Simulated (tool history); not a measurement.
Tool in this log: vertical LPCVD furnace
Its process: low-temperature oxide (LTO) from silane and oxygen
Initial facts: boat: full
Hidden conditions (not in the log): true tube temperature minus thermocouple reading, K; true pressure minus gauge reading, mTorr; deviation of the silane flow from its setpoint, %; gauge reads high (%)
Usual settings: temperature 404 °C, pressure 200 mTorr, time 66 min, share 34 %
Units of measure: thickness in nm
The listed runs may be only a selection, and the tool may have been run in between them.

run	day	temperature	pressure	time	share	wafers since the last listed run	hours since the last temperature calibration	hours since the pressure gauge was zeroed	hours since the silane flow controller was replaced	hours since the gauge calibration	read-back reference wafer on the same gauge, thickness	thickness
1	0	404	190	66	34	0	2570.2	2922.3	3182.6	1418	560.57	429.5
2	1.233	404	190	66	34	416	2599.8	2951.9	3212.2	1447.6	561.18	428.25
# day 3.492: thermocouples replaced and temperature profile calibrated
3	4.171	404	200	48	34	654	16.3	3022.4	3282.7	1518.1	560.59	329.01
4	6.471	404	200	48	34	776	71.5	3077.6	3337.9	1573.3	560.97	327.94
5	8.642	404	200	50	34	732	123.6	3129.7	3390	1625.4	560.64	338.9
6	11.554	404	200	50	34	983	193.5	3199.6	3459.9	1695.3	560.84	339.4
7	13.625	404	200	66	32	699	243.2	3249.3	3509.6	1745	561.14	407.7
8	16.083	404	155	66	34	830	302.2	3308.3	3568.6	1804	560.56	348.72
9	18.271	404	200	66	34	738	354.7	3360.8	3621.1	1856.5	560.91	450.31
# day 18.517: gauge calibrated
10	19.988	404	200	79.5	39	579	395.9	3402	3662.3	35.3	561.03	646.88
# day 23.496: silane flow controller replaced
11	23.517	404	200	66	34	853	480.6	3486.7	0.5	120	561.22	476.27
12	24.471	404	200	66	34	322	503.5	3509.6	23.4	142.9	560.9	472.34
# day 27.362: pressure gauge zeroed
13	27.383	404	165	49	39	645	573.4	0.5	93.3	212.8	561.16	346.63
14	31.45	399	240	84	39	1373	671	98.1	190.9	310.4	560.66	814.37
15	32.6	404	200	80.5	34	388	698.6	125.7	218.5	338	560.17	575.87
16	35.512	404	200	88	34	983	768.5	195.6	288.4	407.9	560.81	625.09
17	37.55	404	225	84	28	687	817.4	244.5	337.3	456.8	561.36	508.69
18	38.804	410	200	66	37	423	847.5	274.6	367.4	486.9	560.54	557.52
19	40.75	411	235	82.5	39	656	894.2	321.3	414.1	533.6	561.13	891.14
20	42.021	404	185	44.5	40	429	924.7	351.8	444.6	564.1	560.66	359.38
21	44.183	404	200	50	34	730	976.6	403.7	496.5	616	561	355.5
22	46.221	399	240	84	39	687	1025.5	452.6	545.4	664.9	561.38	804.57
23	48.871	404	235	92	34	894	1089.1	516.2	609	728.5	561.09	767.54
24	50.338	398	245	50.5	31	495	1124.3	551.4	644.2	763.7	560.82	356.86
25	52.562	398	200	66	28	751	1177.7	604.8	697.6	817.1	560.69	330.03
26	54.346	395	185	66	31	602	1220.5	647.6	740.4	859.9	561.07	340.13
27	56.612	416	155	84.5	36	765	1274.9	702	794.8	914.3	560.8	568.19
28	59.079	404	200	85	31	832	1334.1	761.2	854	973.5	560.6	524.56
29	61.225	412	200	89	28	724	1385.6	812.7	905.5	1025	561.09	523.45
30	63.912	404	235	76	39	907	1450.1	877.2	970	1089.5	561.4	753.69

5 options for the next run, each taken on its own from the tool as it stands now. Forecast them:
A	64.088	404	165	66	34	59	1454.3	881.4	974.2	1093.7	?	?
B	64.088	401	180	88.5	34	59	1454.3	881.4	974.2	1093.7	?	?
C	64.088	400	150	40	34	59	1454.3	881.4	974.2	1093.7	?	?
D	64.088	413	165	66	29	59	1454.3	881.4	974.2	1093.7	?	?
E	64.088	413	200	66	34	59	1454.3	881.4	974.2	1093.7	?	?

run	read-back reference wafer on the same gauge, thickness	thickness
A	560.61	381.79
B	560.61	539.6
C	560.61	200.9
D	560.61	337.57
E	560.61	511.91
Stripped of hidden state, with their random variation kept, the same runs would have yielded:
run	thickness
A	387.73
B	548.04
C	204.05
D	343.65
E	519.71

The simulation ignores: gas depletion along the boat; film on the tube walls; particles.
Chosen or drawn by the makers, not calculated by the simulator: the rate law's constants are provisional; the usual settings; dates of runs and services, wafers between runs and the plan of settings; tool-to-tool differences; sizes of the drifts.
